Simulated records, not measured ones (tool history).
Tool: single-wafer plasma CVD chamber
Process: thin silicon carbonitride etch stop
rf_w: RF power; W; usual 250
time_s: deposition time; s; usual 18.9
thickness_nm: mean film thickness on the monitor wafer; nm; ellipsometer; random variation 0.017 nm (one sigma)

| run | hour | rf_w | time_s | read-back reference wafer on the same gauge, thickness_nm | thickness_nm |
|---|---|---|---|---|---|
| 1 | 0 | 280 | 18.9 | 12.79 | 11.399 |
| 2 | 61.5 | 280 | 18.9 | 12.801 | 11.404 |
| 3 | 99 | 225 | 18.9 | 12.794 | 10.843 |
| 4 | 194.9 | 250 | 18.9 | 12.799 | 11.103 |
| 5 | 246 | 250 | 18.9 | 12.804 | 11.086 |
| 6 | 336.4 | 250 | 18.9 | 12.8 | 11.06 |
| 7 | 403.3 | 250 | 18.9 | 12.794 | 11.064 |
|  | 417.8 | thermocouple changed; heater temperature recalibrated |
| 8 | 451.7 | 250 | 18.9 | 12.79 | 11.051 |
| 9 | 515.9 | 250 | 18.9 | 12.796 | 11.062 |
| 10 | 601.3 | 250 | 18.9 | 12.798 | 11.05 |
| 11 | 651.3 | 250 | 18.9 | 12.8 | 11.019 |
| 12 | 714.1 | 250 | 18.9 | 12.795 | 11.015 |
|  | 731.1 | showerhead replaced |
|  | 756.6 | gauge calibrated |
| 13 | 821.1 | 250 | 18.9 | 12.803 | 11.018 |
| 14 | 865.9 | 250 | 18.9 | 12.802 | 10.986 |

The next listed run, before its measurement:
|  | 896.3 | RF generator calibrated |
| 15 | 915.9 | 270 | 17.6 | ? | ? |

read-back reference wafer on the same gauge, thickness_nm: 12.799
thickness_nm: 10.593 nm
Without the tool's hidden state the same run would have given thickness_nm 10.597 nm.
